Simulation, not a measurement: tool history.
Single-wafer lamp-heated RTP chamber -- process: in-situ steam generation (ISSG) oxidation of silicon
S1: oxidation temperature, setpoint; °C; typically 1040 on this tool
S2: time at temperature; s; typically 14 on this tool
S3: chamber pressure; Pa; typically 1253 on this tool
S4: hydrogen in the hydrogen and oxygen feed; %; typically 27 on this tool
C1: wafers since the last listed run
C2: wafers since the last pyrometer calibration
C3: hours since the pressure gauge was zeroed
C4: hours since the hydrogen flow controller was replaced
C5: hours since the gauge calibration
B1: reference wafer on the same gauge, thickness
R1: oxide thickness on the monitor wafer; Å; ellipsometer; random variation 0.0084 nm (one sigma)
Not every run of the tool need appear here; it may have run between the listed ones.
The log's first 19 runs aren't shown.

run 20 hour=254.4 | S1=1053 S2=16 S3=1360 S4=27 | C1=121 C2=913 C3=171.2 C4=130.7 C5=92.1 | B1=4.702 | R1=63.17
run 21 hour=270.9 | S1=1040 S2=14 S3=1253 S4=32 | C1=148 C2=1061 C3=187.7 C4=147.2 C5=108.6 | B1=4.699 | R1=58.88
run 22 hour=297.2 | S1=1040 S2=17 S3=1200 S4=27 | C1=236 C2=1297 C3=214.0 C4=173.5 C5=134.9 | B1=4.698 | R1=62.49
run 23 hour=304.9 | S1=1030 S2=14 S3=1333 S4=27 | C1=69 C2=1366 C3=221.7 C4=181.2 C5=142.6 | B1=4.700 | R1=53.09
run 24 hour=318.6 | S1=1040 S2=14 S3=1307 S4=30 | C1=123 C2=1490 C3=235.4 C4=194.9 C5=156.3 | B1=4.700 | R1=57.32
run 25 hour=333.3 | S1=1040 S2=18 S3=1253 S4=31 | C1=132 C2=1622 C3=250.1 C4=209.6 C5=171.0 | B1=4.701 | R1=65.89
run 26 hour=347.3 | S1=1040 S2=14 S3=1253 S4=27 | C1=125 C2=1747 C3=264.1 C4=223.6 C5=185.0 | B1=4.701 | R1=56.31
run 27 hour=358.8 | S1=1052 S2=17 S3=1147 S4=31 | C1=103 C2=1851 C3=275.6 C4=235.1 C5=196.5 | B1=4.700 | R1=69.30
run 28 hour=376.5 | S1=1034 S2=14 S3=1360 S4=27 | C1=159 C2=2010 C3=293.3 C4=252.8 C5=214.2 | B1=4.700 | R1=53.89
run 29 hour=413.2 | S1=1033 S2=17 S3=1133 S4=32 | C1=329 C2=2340 C3=330.0 C4=289.5 C5=250.9 | B1=4.700 | R1=63.63
run 30 hour=425.9 | S1=1033 S2=10 S3=1360 S4=27 | C1=114 C2=2454 C3=342.7 C4=302.2 C5=263.6 | B1=4.701 | R1=45.92
run 31 hour=437.9 | S1=1056 S2=18 S3=1253 S4=27 | C1=107 C2=2562 C3=354.7 C4=314.2 C5=275.6 | B1=4.699 | R1=69.58

4 options for the next run, each taken on its own from the tool as it stands now. Forecast them:
run A hour=438.3 | S1=1050 S2=14 S3=1253 S4=27 | C1=3 C2=2565 C3=355.1 C4=314.6 C5=276.0 | B1=? | R1=?
run B hour=438.3 | S1=1040 S2=14 S3=1067 S4=20 | C1=3 C2=2565 C3=355.1 C4=314.6 C5=276.0 | B1=? | R1=?
run C hour=438.3 | S1=1040 S2=14 S3=1253 S4=22 | C1=3 C2=2565 C3=355.1 C4=314.6 C5=276.0 | B1=? | R1=?
run D hour=438.3 | S1=1023 S2=14 S3=1253 S4=27 | C1=3 C2=2565 C3=355.1 C4=314.6 C5=276.0 | B1=? | R1=?

run=A B1=4.699 R1=59.57
run=B B1=4.699 R1=53.50
run=C B1=4.699 R1=54.02
run=D B1=4.699 R1=52.51
What these runs would have given with no unlogged condition in the tool:
run=A R1=59.12
run=B R1=53.12
run=C R1=53.63
run=D R1=52.18

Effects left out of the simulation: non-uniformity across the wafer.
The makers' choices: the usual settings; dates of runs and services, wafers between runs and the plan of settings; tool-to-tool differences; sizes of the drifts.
